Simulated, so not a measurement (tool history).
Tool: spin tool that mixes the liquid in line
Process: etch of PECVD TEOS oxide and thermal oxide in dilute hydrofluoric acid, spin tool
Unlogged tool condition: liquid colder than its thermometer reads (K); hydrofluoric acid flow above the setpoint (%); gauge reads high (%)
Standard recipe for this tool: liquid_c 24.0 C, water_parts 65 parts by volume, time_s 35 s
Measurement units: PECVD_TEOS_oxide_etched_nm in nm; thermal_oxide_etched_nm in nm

run	hour	liquid_c	water_parts	time_s	wafers since the last listed run	hours since the thermometer was replaced	hours since the hydrofluoric acid flow meter was replaced	hours since the gauge calibration	read-back film thickness of the PECVD TEOS oxide reference wafer, read on the same gauge (nm)	read-back film thickness of the thermal oxide reference wafer, read on the same gauge (nm)	PECVD_TEOS_oxide_etched_nm	thermal_oxide_etched_nm
1	0.0	24.0	65	35	0	482.0	180.4	263.5	70.02	89.982	10.18	2.676
2	52.0	22.5	65	20	824	534.0	232.4	315.5	70.01	89.932	5.52	1.399
3	99.5	21.5	90	35	753	581.5	279.9	363.0	70.00	90.044	6.41	1.645
4	144.0	21.5	90	35	705	626.0	324.4	407.5	70.00	90.008	6.45	1.639
5	185.3	21.5	90	35	654	667.3	365.7	448.8	70.00	89.992	6.41	1.641
6	211.5	24.0	50	40	415	693.5	391.9	475.0	70.02	89.980	15.29	3.891
# hour 271.2: hydrofluoric acid flow meter replaced
7	271.6	24.0	50	40	937	753.6	0.4	535.1	69.99	89.971	15.49	3.978
8	339.9	21.5	65	35	1082	821.9	68.7	603.4	70.01	90.024	8.90	2.310
9	416.1	21.5	65	35	1208	898.1	144.9	679.6	70.01	89.987	9.02	2.306
10	455.2	24.0	65	35	619	937.2	184.0	718.7	70.03	89.991	10.08	2.574
# hour 466.3: gauge calibrated
11	511.4	24.0	65	35	891	993.4	240.2	45.1	70.02	90.006	9.97	2.568
12	564.5	20.5	75	45	841	1046.5	293.3	98.2	70.02	90.034	9.50	2.438
13	628.7	24.0	80	35	1017	1110.7	357.5	162.4	70.00	89.982	7.81	1.998
# hour 635.5: thermometer replaced
14	673.4	21.5	90	35	692	37.9	402.2	207.1	70.01	89.970	6.61	1.703
# hour 695.4: hydrofluoric acid flow meter replaced
15	739.7	22.5	65	20	1035	104.2	44.3	273.4	70.00	89.981	5.70	1.419
16	810.2	20.5	80	35	1117	174.7	114.8	343.9	70.00	89.974	7.15	1.816
17	991.4	24.0	65	35	2873	355.9	296.0	525.1	70.01	89.983	10.27	2.623
18	1059.7	24.0	65	35	1082	424.2	364.3	593.4	70.01	90.016	10.36	2.626
19	1124.2	22.5	65	20	1022	488.7	428.8	657.9	70.00	90.036	5.47	1.404
20	1149.6	22.5	35	20	402	514.1	454.2	683.3	69.99	89.996	10.57	2.692
# hour 1177.9: hydrofluoric acid flow meter replaced
# hour 1242.0: gauge calibrated
21	1245.1	22.5	40	20	1498	609.6	67.2	3.1	70.00	90.000	9.25	2.354
22	1273.4	22.5	35	30	448	637.9	95.5	31.4	70.00	89.993	15.67	3.993
23	1335.4	26.5	40	35	983	699.9	157.5	93.4	69.97	89.978	18.78	4.799

Branching from run 23: 4 alternative next runs. What would each branch give?
A	1335.8	26.0	65	35	6	700.3	157.9	93.8	?	?	?	?
B	1335.8	26.0	50	35	6	700.3	157.9	93.8	?	?	?	?
C	1335.8	24.0	65	45	6	700.3	157.9	93.8	?	?	?	?
D	1335.8	24.0	55	35	6	700.3	157.9	93.8	?	?	?	?

run	read-back film thickness of the PECVD TEOS oxide reference wafer, read on the same gauge (nm)	read-back film thickness of the thermal oxide reference wafer, read on the same gauge (nm)	PECVD_TEOS_oxide_etched_nm	thermal_oxide_etched_nm
A	70.00	90.008	10.84	2.806
B	70.00	90.008	14.38	3.722
C	70.00	90.008	12.85	3.325
D	70.00	90.008	11.96	3.096
The same runs, with their run-to-run variation unchanged, on a tool lacking any hidden condition would have given:
run	PECVD_TEOS_oxide_etched_nm	thermal_oxide_etched_nm
A	11.34	2.934
B	15.05	3.894
C	13.45	3.480
D	12.52	3.241
